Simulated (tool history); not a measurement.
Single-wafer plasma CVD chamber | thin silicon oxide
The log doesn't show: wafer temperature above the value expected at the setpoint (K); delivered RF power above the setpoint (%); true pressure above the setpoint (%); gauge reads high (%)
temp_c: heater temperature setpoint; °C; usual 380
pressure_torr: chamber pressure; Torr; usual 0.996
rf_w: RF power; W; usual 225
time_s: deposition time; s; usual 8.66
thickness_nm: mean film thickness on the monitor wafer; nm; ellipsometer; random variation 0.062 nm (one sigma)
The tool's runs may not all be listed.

| run | hour | temp_c | pressure_torr | rf_w | time_s | wafers since the last listed run | hours since the last thermocouple change | hours since the last RF generator calibration | hours since the last manometer calibration | hours since the showerhead was replaced | hours since the gauge calibration | read-back reference wafer on the same gauge, thickness_nm | thickness_nm |
|---|---|---|---|---|---|---|---|---|---|---|---|---|---|
| 1 | 0.0 | 380 | 0.996 | 225 | 8.66 | 0 | 884.3 | 2028.3 | 2578.7 | 2655.1 | 518.2 | 13.615 | 15.898 |
| 2 | 17.7 | 380 | 0.996 | 225 | 8.66 | 743 | 902.0 | 2046.0 | 2596.4 | 2672.8 | 535.9 | 13.607 | 15.725 |
| 3 | 47.1 | 380 | 0.798 | 225 | 8.66 | 1234 | 931.4 | 2075.4 | 2625.8 | 2702.2 | 565.3 | 13.595 | 13.729 |
| 4 | 74.1 | 380 | 0.798 | 225 | 8.66 | 1134 | 958.4 | 2102.4 | 2652.8 | 2729.2 | 592.3 | 13.607 | 13.733 |
| 5 | 97.7 | 380 | 0.996 | 225 | 8.66 | 991 | 982.0 | 2126.0 | 2676.4 | 2752.8 | 615.9 | 13.611 | 15.853 |
| 6 | 121.6 | 380 | 0.996 | 225 | 8.66 | 1003 | 1005.9 | 2149.9 | 2700.3 | 2776.7 | 639.8 | 13.611 | 15.787 |
| 7 | 135.4 | 380 | 0.996 | 225 | 8.66 | 579 | 1019.7 | 2163.7 | 2714.1 | 2790.5 | 653.6 | 13.580 | 15.740 |
| 8 | 167.8 | 380 | 1.095 | 225 | 8.66 | 1360 | 1052.1 | 2196.1 | 2746.5 | 2822.9 | 686.0 | 13.591 | 16.660 |
| 9 | 188.2 | 380 | 1.095 | 225 | 8.66 | 856 | 1072.5 | 2216.5 | 2766.9 | 2843.3 | 706.4 | 13.612 | 16.790 |
| 10 | 205.3 | 380 | 1.095 | 225 | 8.66 | 718 | 1089.6 | 2233.6 | 2784.0 | 2860.4 | 723.5 | 13.626 | 16.742 |
| 11 | 224.7 | 380 | 0.996 | 225 | 8.66 | 814 | 1109.0 | 2253.0 | 2803.4 | 2879.8 | 742.9 | 13.586 | 15.728 |
| 12 | 241.3 | 380 | 0.996 | 225 | 8.66 | 697 | 1125.6 | 2269.6 | 2820.0 | 2896.4 | 759.5 | 13.599 | 15.831 |
|  | 255.8 | gauge calibrated |
|  | 258.7 | capacitance manometer re-zeroed and calibrated |
| 13 | 259.2 | 380 | 0.996 | 225 | 8.66 | 415 | 1143.5 | 2287.5 | 0.5 | 2914.3 | 3.4 | 13.584 | 16.562 |
|  | 274.5 | RF generator calibrated |
|  | 282.0 | showerhead replaced, of another model than before |
| 14 | 282.5 | 380 | 0.916 | 225 | 8.66 | 327 | 1166.8 | 8.0 | 23.8 | 0.5 | 26.7 | 13.606 | 16.139 |
| 15 | 310.3 | 374 | 1.190 | 190 | 9.36 | 1167 | 1194.6 | 35.8 | 51.6 | 28.3 | 54.5 | 13.620 | 17.464 |
| 16 | 332.3 | 380 | 0.996 | 225 | 8.66 | 924 | 1216.6 | 57.8 | 73.6 | 50.3 | 76.5 | 13.603 | 16.607 |
| 17 | 345.8 | 380 | 1.095 | 225 | 8.66 | 567 | 1230.1 | 71.3 | 87.1 | 63.8 | 90.0 | 13.603 | 17.064 |
|  | 355.3 | thermocouple changed; heater temperature recalibrated |
| 18 | 375.8 | 380 | 0.788 | 240 | 10.29 | 924 | 20.5 | 101.3 | 117.1 | 93.8 | 120.0 | 13.601 | 18.675 |
| 19 | 408.1 | 380 | 0.996 | 225 | 8.66 | 1356 | 52.8 | 133.6 | 149.4 | 126.1 | 152.3 | 13.614 | 16.532 |
| 20 | 436.8 | 374 | 0.805 | 250 | 8.66 | 1205 | 81.5 | 162.3 | 178.1 | 154.8 | 181.0 | 13.594 | 16.348 |
| 21 | 459.6 | 380 | 0.996 | 210 | 9.72 | 957 | 104.3 | 185.1 | 200.9 | 177.6 | 203.8 | 13.603 | 17.838 |
| 22 | 474.2 | 380 | 0.996 | 225 | 8.66 | 613 | 118.9 | 199.7 | 215.5 | 192.2 | 218.4 | 13.621 | 16.476 |
| 23 | 496.8 | 368 | 0.996 | 225 | 10.03 | 949 | 141.5 | 222.3 | 238.1 | 214.8 | 241.0 | 13.597 | 19.297 |
| 24 | 527.5 | 380 | 0.996 | 260 | 8.66 | 1289 | 172.2 | 253.0 | 268.8 | 245.5 | 271.7 | 13.593 | 17.732 |
| 25 | 632.9 | 380 | 0.996 | 225 | 7.75 | 4427 | 277.6 | 358.4 | 374.2 | 350.9 | 377.1 | 13.620 | 14.786 |
| 26 | 652.2 | 393 | 0.996 | 260 | 8.66 | 810 | 296.9 | 377.7 | 393.5 | 370.2 | 396.4 | 13.601 | 17.488 |
| 27 | 667.9 | 380 | 0.996 | 225 | 8.66 | 659 | 312.6 | 393.4 | 409.2 | 385.9 | 412.1 | 13.603 | 16.443 |
| 28 | 690.9 | 375 | 0.996 | 225 | 9.68 | 966 | 335.6 | 416.4 | 432.2 | 408.9 | 435.1 | 13.596 | 18.441 |

The same runs without the tool's hidden state, with the same run-to-run variation:
| run | thickness_nm |
|---|---|
| 1 | 16.717 |
| 2 | 16.536 |
| 3 | 14.549 |
| 4 | 14.555 |
| 5 | 16.676 |
| 6 | 16.608 |
| 7 | 16.559 |
| 8 | 17.392 |
| 9 | 17.529 |
| 10 | 17.479 |
| 11 | 16.551 |
| 12 | 16.660 |
| 13 | 16.559 |
| 14 | 16.150 |
| 15 | 17.487 |
| 16 | 16.639 |
| 17 | 17.103 |
| 18 | 18.747 |
| 19 | 16.595 |
| 20 | 16.441 |
| 21 | 17.927 |
| 22 | 16.564 |
| 23 | 19.409 |
| 24 | 17.847 |
| 25 | 14.913 |
| 26 | 17.646 |
| 27 | 16.595 |
| 28 | 18.620 |
